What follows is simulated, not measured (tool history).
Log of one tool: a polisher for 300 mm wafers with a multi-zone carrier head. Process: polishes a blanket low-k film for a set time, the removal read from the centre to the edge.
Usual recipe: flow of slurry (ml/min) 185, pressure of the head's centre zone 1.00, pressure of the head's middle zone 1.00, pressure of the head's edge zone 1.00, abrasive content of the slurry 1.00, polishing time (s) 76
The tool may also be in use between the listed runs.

run,day,flow of slurry (ml/min),pressure of the head's centre zone,pressure of the head's middle zone,pressure of the head's edge zone,abrasive content of the slurry,polishing time (s),"incoming thickness of the incoming film, nm",film removed at the wafer's centre (Å),film removed at mid-radius (Å),film removed at the wafer's edge (Å)
1,0.000,185,1.00,1.00,1.00,1.00,57,314.4,189,178,184
2,1.938,185,1.00,1.00,1.00,1.00,76,305.1,243,237,243
3,4.233,185,1.00,1.00,1.00,1.00,76,315.0,242,237,240
4,6.417,185,1.00,1.00,1.00,1.00,76,310.6,238,231,240
5,10.912,185,1.00,1.00,1.00,1.00,76,315.1,237,226,236
6,12.908,185,0.91,1.12,1.00,1.00,59,308.8,172,194,182
7,14.454,130,1.00,1.05,1.00,1.00,76,311.2,221,222,224
8,16.708,185,1.00,1.00,1.00,1.00,55,310.6,169,165,169
# day 16.929: worn pad replaced by a new one
# day 17.975: slurry nozzle cleaned
9,20.996,185,1.00,1.00,1.00,1.00,76,307.9,244,232,242
10,23.471,185,1.00,0.88,1.00,1.00,93,311.2,293,257,290
11,25.992,185,0.90,1.00,1.05,0.85,90,304.9,226,241,260
12,29.788,185,0.90,1.00,1.00,1.00,55,308.0,154,162,167
# day 30.654: edge zone pressure recalibrated
# day 30.967: carrier head's membrane replaced by a new one
13,33.500,215,1.03,1.00,1.00,1.00,99,306.5,323,302,307
# day 36.425: worn pad replaced by a new one
14,36.946,185,1.00,1.00,1.00,1.00,76,306.0,254,242,250
15,39.404,185,1.00,1.04,1.05,1.00,76,310.0,249,244,250
# day 41.346: centre zone pressure recalibrated
16,41.512,185,1.04,1.00,1.11,1.00,76,310.8,251,234,255
17,43.642,185,1.00,1.00,1.00,1.00,76,309.9,241,234,240
# day 49.817: slurry nozzle cleaned
18,51.079,185,1.00,1.00,1.00,1.00,76,309.0,241,230,233
19,53.896,185,1.00,1.00,1.00,1.00,76,314.8,239,231,234
# day 55.262: worn pad replaced by a new one
20,56.383,185,1.11,1.00,0.96,1.00,97,308.9,363,309,311

The tool's hidden state at each run:
slurry flow missing at the pad, %: 0 at every run
deviation of the centre zone's pressure from its setpoint, %: 0 at every run
deviation of the edge zone's pressure from its setpoint, %: 0 at every run
H1: removal rate lost through wear of the pad, %
run,H1
1,2.15
2,3.47
3,4.59
4,5.34
5,6.27
6,6.51
7,6.66
8,6.81
9,4.52
10,5.64
11,6.41
12,7.12
13,7.5
14,0.892
15,2.83
16,3.99
17,4.83
18,6.28
19,6.52
20,1.98
